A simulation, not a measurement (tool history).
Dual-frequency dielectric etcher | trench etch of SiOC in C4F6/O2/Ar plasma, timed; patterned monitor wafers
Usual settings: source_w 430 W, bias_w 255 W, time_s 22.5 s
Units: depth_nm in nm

| run | hour | source_w | bias_w | time_s | read-back reference wafer on the same gauge, depth_nm | depth_nm |
|---|---|---|---|---|---|---|
| 1 | 0.0 | 430 | 255 | 22.5 | 62.7 | 54.9 |
| 2 | 12.4 | 430 | 255 | 22.5 | 62.7 | 54.9 |
| 3 | 18.9 | 430 | 255 | 22.5 | 62.7 | 55.1 |
| 4 | 29.2 | 430 | 255 | 22.5 | 62.7 | 54.9 |
| 5 | 46.4 | 510 | 255 | 22.5 | 62.7 | 58.8 |
| 6 | 61.3 | 510 | 255 | 22.5 | 62.7 | 58.8 |
| 7 | 69.8 | 430 | 255 | 17.5 | 62.7 | 42.7 |
| 8 | 77.2 | 430 | 255 | 17.5 | 62.7 | 42.7 |
| 9 | 89.7 | 430 | 255 | 19.5 | 62.7 | 47.7 |
| 10 | 97.8 | 430 | 255 | 22.5 | 62.7 | 55.2 |
|  | 102.8 | bias power generator calibrated |
|  | 113.3 | gauge calibrated |
| 11 | 114.0 | 480 | 235 | 22.5 | 62.7 | 56.4 |
| 12 | 128.7 | 470 | 318 | 25.5 | 62.7 | 68.3 |
| 13 | 136.0 | 430 | 255 | 22.5 | 62.7 | 55.0 |
| 14 | 151.5 | 340 | 285 | 17.0 | 62.7 | 39.1 |
| 15 | 164.0 | 490 | 236 | 17.0 | 62.7 | 43.1 |
|  | 178.3 | source power generator calibrated |
| 16 | 178.8 | 430 | 255 | 22.5 | 62.7 | 55.2 |
| 17 | 185.4 | 430 | 255 | 22.5 | 62.7 | 55.2 |
| 18 | 213.2 | 380 | 308 | 25.5 | 62.7 | 62.3 |
| 19 | 223.9 | 500 | 255 | 17.0 | 62.7 | 44.3 |
|  | 249.1 | upper electrode replaced |
|  | 270.3 | wet clean of the chamber |
| 20 | 270.8 | 430 | 295 | 22.5 | 62.7 | 57.0 |
| 21 | 271.1 | 490 | 281 | 26.5 | 62.7 | 69.6 |
| 22 | 290.8 | 430 | 255 | 22.5 | 62.7 | 54.8 |
| 23 | 301.3 | 360 | 196 | 22.5 | 62.7 | 48.2 |
| 24 | 344.8 | 530 | 295 | 22.5 | 62.7 | 61.8 |
| 25 | 352.9 | 430 | 255 | 22.5 | 62.7 | 54.8 |
| 26 | 366.2 | 340 | 198 | 19.0 | 62.7 | 39.9 |
| 27 | 373.1 | 430 | 255 | 22.5 | 62.7 | 55.1 |
| 28 | 383.0 | 430 | 255 | 25.0 | 62.7 | 61.2 |
| 29 | 390.3 | 430 | 255 | 22.5 | 62.7 | 55.1 |
| 30 | 408.2 | 430 | 255 | 22.5 | 62.7 | 55.1 |

4 options for the next run, each taken on its own from the tool as it stands now. Forecast them:
| A | 408.6 | 430 | 255 | 22.5 | ? | ? |
| B | 408.6 | 350 | 222 | 29.0 | ? | ? |
| C | 408.6 | 490 | 276 | 18.0 | ? | ? |
| D | 408.6 | 400 | 283 | 17.0 | ? | ? |

| run | read-back reference wafer on the same gauge, depth_nm | depth_nm |
|---|---|---|
| A | 62.7 | 55.0 |
| B | 62.7 | 63.3 |
| C | 62.7 | 47.2 |
| D | 62.7 | 41.4 |
Stripped of hidden state, with their random variation kept, the same runs would have yielded:
| run | depth_nm |
|---|---|
| A | 54.8 |
| B | 63.0 |
| C | 47.0 |
| D | 41.3 |

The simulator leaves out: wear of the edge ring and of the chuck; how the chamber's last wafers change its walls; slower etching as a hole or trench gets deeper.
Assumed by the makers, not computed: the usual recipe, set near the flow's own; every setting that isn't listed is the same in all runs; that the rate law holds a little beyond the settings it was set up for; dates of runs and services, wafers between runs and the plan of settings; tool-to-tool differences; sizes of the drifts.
